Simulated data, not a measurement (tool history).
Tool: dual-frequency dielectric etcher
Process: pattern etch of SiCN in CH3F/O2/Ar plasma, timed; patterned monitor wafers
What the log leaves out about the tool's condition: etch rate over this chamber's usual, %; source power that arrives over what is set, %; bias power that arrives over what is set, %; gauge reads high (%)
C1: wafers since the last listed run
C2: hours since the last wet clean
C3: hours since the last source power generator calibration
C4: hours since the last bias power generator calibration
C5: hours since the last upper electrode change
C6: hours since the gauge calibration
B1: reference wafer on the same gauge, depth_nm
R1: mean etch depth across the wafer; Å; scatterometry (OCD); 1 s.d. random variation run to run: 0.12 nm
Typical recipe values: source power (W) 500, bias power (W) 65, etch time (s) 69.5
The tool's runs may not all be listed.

run 1 hour=0.0 | source_power_(W)=500 bias_power_(W)=68 etch_time_(s)=69.5 | C1=0 C2=267.1 C3=4164.4 C4=4552.7 C5=1674.1 C6=969.6 | B1=29.49 | R1=268.4
run 2 hour=42.3 | source_power_(W)=500 bias_power_(W)=65 etch_time_(s)=58.0 | C1=402 C2=309.4 C3=4206.7 C4=4595.0 C5=1716.4 C6=1011.9 | B1=29.44 | R1=219.9
run 3 hour=114.4 | source_power_(W)=500 bias_power_(W)=65 etch_time_(s)=69.5 | C1=685 C2=381.5 C3=4278.8 C4=4667.1 C5=1788.5 C6=1084.0 | B1=29.43 | R1=263.8
-- hour=159.7 wet clean of the chamber
run 4 hour=216.9 | source_power_(W)=500 bias_power_(W)=65 etch_time_(s)=69.5 | C1=746 C2=57.2 C3=4381.3 C4=4769.6 C5=1891.0 C6=1186.5 | B1=29.44 | R1=263.8
run 5 hour=255.7 | source_power_(W)=500 bias_power_(W)=65 etch_time_(s)=69.5 | C1=369 C2=96.0 C3=4420.1 C4=4808.4 C5=1929.8 C6=1225.3 | B1=29.40 | R1=263.5
run 6 hour=323.5 | source_power_(W)=500 bias_power_(W)=65 etch_time_(s)=69.5 | C1=644 C2=163.8 C3=4487.9 C4=4876.2 C5=1997.6 C6=1293.1 | B1=29.38 | R1=263.5
run 7 hour=381.6 | source_power_(W)=500 bias_power_(W)=65 etch_time_(s)=69.5 | C1=552 C2=221.9 C3=4546.0 C4=4934.3 C5=2055.7 C6=1351.2 | B1=29.38 | R1=263.8
run 8 hour=471.9 | source_power_(W)=410 bias_power_(W)=72 etch_time_(s)=69.5 | C1=858 C2=312.2 C3=4636.3 C4=5024.6 C5=2146.0 C6=1441.5 | B1=29.33 | R1=244.8
run 9 hour=517.5 | source_power_(W)=410 bias_power_(W)=72 etch_time_(s)=69.5 | C1=433 C2=357.8 C3=4681.9 C4=5070.2 C5=2191.6 C6=1487.1 | B1=29.31 | R1=244.3
-- hour=587.8 upper electrode replaced
-- hour=596.9 bias power generator calibrated
run 10 hour=610.7 | source_power_(W)=500 bias_power_(W)=65 etch_time_(s)=69.5 | C1=620 C2=451.0 C3=4775.1 C4=13.8 C5=22.9 C6=1580.3 | B1=29.27 | R1=261.5
-- hour=645.8 wet clean of the chamber
-- hour=711.2 source power generator calibrated
run 11 hour=711.7 | source_power_(W)=500 bias_power_(W)=65 etch_time_(s)=69.5 | C1=694 C2=65.9 C3=0.5 C4=114.8 C5=123.9 C6=1681.3 | B1=29.26 | R1=262.3
run 12 hour=770.2 | source_power_(W)=530 bias_power_(W)=65 etch_time_(s)=69.5 | C1=556 C2=124.4 C3=59.0 C4=173.3 C5=182.4 C6=1739.8 | B1=29.23 | R1=268.5
run 13 hour=860.5 | source_power_(W)=530 bias_power_(W)=65 etch_time_(s)=69.5 | C1=858 C2=214.7 C3=149.3 C4=263.6 C5=272.7 C6=1830.1 | B1=29.14 | R1=267.9
run 14 hour=930.2 | source_power_(W)=500 bias_power_(W)=65 etch_time_(s)=69.5 | C1=662 C2=284.4 C3=219.0 C4=333.3 C5=342.4 C6=1899.8 | B1=29.12 | R1=260.4
run 15 hour=1037.5 | source_power_(W)=500 bias_power_(W)=65 etch_time_(s)=69.5 | C1=1020 C2=391.7 C3=326.3 C4=440.6 C5=449.7 C6=2007.1 | B1=29.08 | R1=260.4
-- hour=1077.1 wet clean of the chamber
run 16 hour=1077.6 | source_power_(W)=500 bias_power_(W)=65 etch_time_(s)=69.5 | C1=153 C2=0.5 C3=366.4 C4=480.7 C5=489.8 C6=2047.2 | B1=29.08 | R1=259.8
run 17 hour=1117.6 | source_power_(W)=580 bias_power_(W)=72 etch_time_(s)=69.5 | C1=380 C2=40.5 C3=406.4 C4=520.7 C5=529.8 C6=2087.2 | B1=29.04 | R1=283.1
run 18 hour=1196.2 | source_power_(W)=450 bias_power_(W)=65 etch_time_(s)=63.0 | C1=747 C2=119.1 C3=485.0 C4=599.3 C5=608.4 C6=2165.8 | B1=29.00 | R1=224.6
run 19 hour=1286.3 | source_power_(W)=420 bias_power_(W)=72 etch_time_(s)=69.5 | C1=856 C2=209.2 C3=575.1 C4=689.4 C5=698.5 C6=2255.9 | B1=28.90 | R1=243.8
run 20 hour=1389.3 | source_power_(W)=500 bias_power_(W)=65 etch_time_(s)=76.0 | C1=979 C2=312.2 C3=678.1 C4=792.4 C5=801.5 C6=2358.9 | B1=28.84 | R1=281.6
-- hour=1422.3 gauge calibrated
run 21 hour=1482.9 | source_power_(W)=500 bias_power_(W)=65 etch_time_(s)=69.5 | C1=890 C2=405.8 C3=771.7 C4=886.0 C5=895.1 C6=60.6 | B1=29.58 | R1=264.9
-- hour=1586.0 wet clean of the chamber
run 22 hour=1586.5 | source_power_(W)=500 bias_power_(W)=65 etch_time_(s)=85.0 | C1=757 C2=0.5 C3=875.3 C4=989.6 C5=998.7 C6=164.2 | B1=29.54 | R1=323.5
run 23 hour=1666.0 | source_power_(W)=500 bias_power_(W)=65 etch_time_(s)=69.5 | C1=756 C2=80.0 C3=954.8 C4=1069.1 C5=1078.2 C6=243.7 | B1=29.59 | R1=265.8
run 24 hour=1774.0 | source_power_(W)=500 bias_power_(W)=65 etch_time_(s)=69.5 | C1=1027 C2=188.0 C3=1062.8 C4=1177.1 C5=1186.2 C6=351.7 | B1=29.55 | R1=264.9
run 25 hour=1871.7 | source_power_(W)=390 bias_power_(W)=59 etch_time_(s)=78.0 | C1=929 C2=285.7 C3=1160.5 C4=1274.8 C5=1283.9 C6=449.4 | B1=29.57 | R1=258.4
run 26 hour=1908.5 | source_power_(W)=530 bias_power_(W)=60 etch_time_(s)=69.5 | C1=350 C2=322.5 C3=1197.3 C4=1311.6 C5=1320.7 C6=486.2 | B1=29.54 | R1=265.2
run 27 hour=1998.0 | source_power_(W)=390 bias_power_(W)=76 etch_time_(s)=59.5 | C1=851 C2=412.0 C3=1286.8 C4=1401.1 C5=1410.2 C6=575.7 | B1=29.53 | R1=210.7
-- hour=2096.3 wet clean of the chamber
run 28 hour=2096.8 | source_power_(W)=500 bias_power_(W)=65 etch_time_(s)=69.5 | C1=711 C2=0.5 C3=1385.6 C4=1499.9 C5=1509.0 C6=674.5 | B1=29.51 | R1=266.0
run 29 hour=2149.7 | source_power_(W)=500 bias_power_(W)=51 etch_time_(s)=76.0 | C1=503 C2=53.4 C3=1438.5 C4=1552.8 C5=1561.9 C6=727.4 | B1=29.49 | R1=273.7
run 30 hour=2222.9 | source_power_(W)=550 bias_power_(W)=78 etch_time_(s)=56.0 | C1=696 C2=126.6 C3=1511.7 C4=1626.0 C5=1635.1 C6=800.6 | B1=29.50 | R1=231.7

Across each entry between runs, compare the hidden state at the last listed run before it with the hidden state at the first listed run after it:
Runs 3 to 4: wet clean of the chamber (hour 159.7)
  gauge reads high (%): -0.508 -> -0.614
  measured less the result without the state, R1: -1.4 -> -1.6 Å
Runs 9 to 10: upper electrode replaced (hour 587.8); bias power generator calibrated (hour 596.9)
  gauge reads high (%): -0.977 -> -1.11
  measured less the result without the state, R1: -2.4 -> -2.9 Å
Runs 10 to 11: wet clean of the chamber (hour 645.8); source power generator calibrated (hour 711.2)
  gauge reads high (%): -1.11 -> -1.25
  measured less the result without the state, R1: -2.9 -> -3.4 Å
Runs 15 to 16: wet clean of the chamber (hour 1077.1)
  gauge reads high (%): -1.8 -> -1.87
  measured less the result without the state, R1: -4.8 -> -5.0 Å
Runs 20 to 21: gauge calibrated (hour 1422.3)
  gauge reads high (%): -2.49 -> -0.0772
  measured less the result without the state, R1: -7.2 -> -0.2 Å
Runs 21 to 22: wet clean of the chamber (hour 1586.0)
  gauge reads high (%): -0.0772 -> -0.0877
  measured less the result without the state, R1: -0.2 -> -0.2 Å
Runs 27 to 28: wet clean of the chamber (hour 2096.3)
  gauge reads high (%): -0.225 -> -0.281
  measured less the result without the state, R1: -0.5 -> -0.8 Å
